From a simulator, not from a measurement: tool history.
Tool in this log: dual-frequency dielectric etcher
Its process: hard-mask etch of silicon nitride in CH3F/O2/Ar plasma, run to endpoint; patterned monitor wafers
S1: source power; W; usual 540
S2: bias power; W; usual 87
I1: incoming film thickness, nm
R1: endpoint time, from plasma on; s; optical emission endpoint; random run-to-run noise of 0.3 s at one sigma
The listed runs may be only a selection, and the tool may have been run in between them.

| run | hour | S1 | S2 | I1 | R1 |
|---|---|---|---|---|---|
| 1 | 0.0 | 540 | 101 | 41.52 | 47.3 |
| 2 | 8.7 | 540 | 87 | 41.91 | 50.6 |
| 3 | 22.4 | 540 | 87 | 41.72 | 50.1 |
| 4 | 35.0 | 540 | 95 | 41.16 | 48.3 |
| 5 | 42.5 | 540 | 87 | 41.89 | 50.9 |
| 6 | 57.4 | 540 | 87 | 41.67 | 50.3 |
| 7 | 66.6 | 540 | 87 | 41.96 | 50.2 |
| 8 | 83.6 | 540 | 87 | 41.57 | 50.0 |
| 9 | 100.4 | 540 | 87 | 40.86 | 48.7 |
| 10 | 112.4 | 540 | 87 | 41.56 | 49.6 |
| 11 | 123.6 | 540 | 87 | 41.14 | 49.2 |
|  | 134.5 | source power generator calibrated |
| 12 | 155.3 | 540 | 87 | 41.49 | 49.7 |
|  | 184.0 | upper electrode replaced |
| 13 | 184.5 | 540 | 87 | 41.26 | 49.4 |
| 14 | 189.3 | 540 | 87 | 41.35 | 49.3 |
| 15 | 199.4 | 540 | 87 | 41.54 | 49.3 |
| 16 | 214.9 | 460 | 74 | 41.44 | 57.0 |
| 17 | 242.7 | 540 | 87 | 41.32 | 48.9 |
| 18 | 249.2 | 470 | 100 | 41.85 | 50.6 |
| 19 | 259.9 | 540 | 87 | 41.86 | 49.8 |
| 20 | 270.9 | 500 | 105 | 41.83 | 47.8 |
| 21 | 287.6 | 540 | 87 | 41.27 | 48.3 |
|  | 294.6 | bias power generator calibrated |
| 22 | 296.0 | 640 | 66 | 41.52 | 50.3 |
| 23 | 302.8 | 440 | 77 | 41.82 | 57.8 |
|  | 328.6 | wet clean of the chamber |
| 24 | 329.1 | 540 | 79 | 41.23 | 53.2 |
| 25 | 329.5 | 480 | 97 | 41.46 | 52.3 |
| 26 | 338.3 | 540 | 87 | 41.56 | 51.5 |
| 27 | 344.8 | 450 | 87 | 41.68 | 56.8 |
| 28 | 354.1 | 540 | 98 | 41.46 | 49.0 |
| 29 | 370.0 | 540 | 87 | 41.60 | 51.8 |
| 30 | 384.8 | 460 | 71 | 41.78 | 60.3 |
| 31 | 425.6 | 540 | 70 | 41.70 | 55.8 |

How would selected steps in R1 from run to run divide? Give the signed amount a tool lacking its hidden state would still show from settings, what came in and random variation, and the signed amount left for the hidden state, including any gauge scatter that is not in both of the compared results.
Hidden conditions of the tool in this case: etch rate over this chamber's usual, %; source power that arrives over what is set, %; bias power that arrives over what is set, %.
Run 15 -> 16: S1 540 -> 460, S2 87 -> 74. R1 +7.7 s: hidden state -0.4, all else +8.1.
Run 16 -> 17: S1 460 -> 540, S2 74 -> 87. R1 -8.1 s: hidden state +0.2, all else -8.3.
Run 22 -> 23: S1 640 -> 440, S2 66 -> 77. R1 +7.5 s: hidden state -0.4, all else +7.9.
Run 23 -> 24: S1 440 -> 540, S2 77 -> 79, wet clean of the chamber. R1 -4.6 s: hidden state +3.2, all else -7.8.
Run 27 -> 28: S1 450 -> 540, S2 87 -> 98. R1 -7.8 s: hidden state +0.0, all else -7.8.
Run 29 -> 30: S1 540 -> 460, S2 87 -> 71. R1 +8.5 s: hidden state -0.1, all else +8.6.

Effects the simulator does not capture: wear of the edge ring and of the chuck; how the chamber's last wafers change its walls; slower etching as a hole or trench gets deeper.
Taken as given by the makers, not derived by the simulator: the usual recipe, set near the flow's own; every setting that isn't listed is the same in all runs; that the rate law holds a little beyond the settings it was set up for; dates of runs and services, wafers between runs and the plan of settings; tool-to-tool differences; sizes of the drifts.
